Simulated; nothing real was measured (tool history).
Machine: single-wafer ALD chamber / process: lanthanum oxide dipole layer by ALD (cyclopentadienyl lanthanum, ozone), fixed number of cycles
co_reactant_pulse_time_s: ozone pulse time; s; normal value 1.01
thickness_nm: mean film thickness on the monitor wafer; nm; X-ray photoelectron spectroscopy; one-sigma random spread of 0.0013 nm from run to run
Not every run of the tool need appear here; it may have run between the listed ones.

run,hour,co_reactant_pulse_time_s,wafers since the last listed run,hours since the last thermocouple change,hours since the last ozone generator service,hours since the showerhead was replaced,hours since the gauge calibration,"read-back reference wafer on the same gauge, thickness_nm",thickness_nm
1,0.0,0.83,0,2095.7,284.0,6530.7,527.7,0.566,0.492
2,16.6,0.83,227,2112.3,300.6,6547.3,544.3,0.566,0.490
3,36.9,1.01,278,2132.6,320.9,6567.6,564.6,0.566,0.507
4,54.8,1.13,245,2150.5,338.8,6585.5,582.5,0.566,0.516
5,83.8,1.13,397,2179.5,367.8,6614.5,611.5,0.566,0.516
6,117.9,1.12,467,2213.6,401.9,6648.6,645.6,0.566,0.513
7,142.6,1.01,338,2238.3,426.6,6673.3,670.3,0.567,0.506
8,169.3,1.01,365,2265.0,453.3,6700.0,697.0,0.567,0.506
# hour 183.1: thermocouple changed; heater temperature recalibrated
9,189.5,1.10,167,6.4,473.5,6720.2,717.2,0.566,0.514
# hour 202.4: gauge calibrated
10,216.8,0.71,373,33.7,500.8,6747.5,14.4,0.566,0.477
11,231.7,0.71,204,48.6,515.7,6762.4,29.3,0.566,0.475
12,267.6,0.71,491,84.5,551.6,6798.3,65.2,0.566,0.477
13,291.9,0.82,332,108.8,575.9,6822.6,89.5,0.566,0.488
14,305.3,0.82,183,122.2,589.3,6836.0,102.9,0.566,0.487
15,320.2,1.01,204,137.1,604.2,6850.9,117.8,0.566,0.505
16,339.9,1.01,269,156.8,623.9,6870.6,137.5,0.566,0.504
17,375.6,1.29,489,192.5,659.6,6906.3,173.2,0.566,0.525
18,391.8,1.01,221,208.7,675.8,6922.5,189.4,0.566,0.506
# hour 411.4: showerhead replaced
19,421.7,0.68,299,238.6,705.7,10.3,219.3,0.566,0.473
20,442.2,1.01,280,259.1,726.2,30.8,239.8,0.566,0.506
# hour 462.6: ozone generator serviced
21,463.1,0.70,176,280.0,0.5,51.7,260.7,0.566,0.483
22,472.2,1.36,124,289.1,9.6,60.8,269.8,0.566,0.531
23,486.5,1.23,195,303.4,23.9,75.1,284.1,0.567,0.526
24,503.8,1.17,236,320.7,41.2,92.4,301.4,0.567,0.520
25,539.6,0.86,490,356.5,77.0,128.2,337.2,0.566,0.496
26,553.3,1.24,187,370.2,90.7,141.9,350.9,0.566,0.526
27,570.8,1.01,239,387.7,108.2,159.4,368.4,0.565,0.509
28,588.3,0.79,239,405.2,125.7,176.9,385.9,0.566,0.490
29,667.8,1.14,1089,484.7,205.2,256.4,465.4,0.566,0.517
30,681.4,1.01,186,498.3,218.8,270.0,479.0,0.566,0.507
31,707.2,0.69,353,524.1,244.6,295.8,504.8,0.566,0.476
32,731.2,1.34,328,548.1,268.6,319.8,528.8,0.566,0.532
33,813.0,1.18,1120,629.9,350.4,401.6,610.6,0.566,0.521
34,833.0,1.21,273,649.9,370.4,421.6,630.6,0.566,0.523

Hidden state at the last listed run before each entry between runs and at the first one after, where it differs:
After run 8, before run 9: thermocouple changed; heater temperature recalibrated (hour 183.1)
  ozone dose above that of a generator just serviced (%): -5.09 -> -5.29
  measured minus no-state result, thickness_nm: -0.004 -> -0.004 nm
After run 9, before run 10: gauge calibrated (hour 202.4)
  ozone dose above that of a generator just serviced (%): -5.29 -> -5.56
  measured minus no-state result, thickness_nm: -0.004 -> -0.005 nm
After run 18, before run 19: showerhead replaced (hour 411.4)
  ozone dose above that of a generator just serviced (%): -7.31 -> -7.61
  measured minus no-state result, thickness_nm: -0.006 -> -0.007 nm
After run 20, before run 21: ozone generator serviced (hour 462.6)
  ozone dose above that of a generator just serviced (%): -7.81 -> -0.405
  measured minus no-state result, thickness_nm: -0.006 -> +0.000 nm

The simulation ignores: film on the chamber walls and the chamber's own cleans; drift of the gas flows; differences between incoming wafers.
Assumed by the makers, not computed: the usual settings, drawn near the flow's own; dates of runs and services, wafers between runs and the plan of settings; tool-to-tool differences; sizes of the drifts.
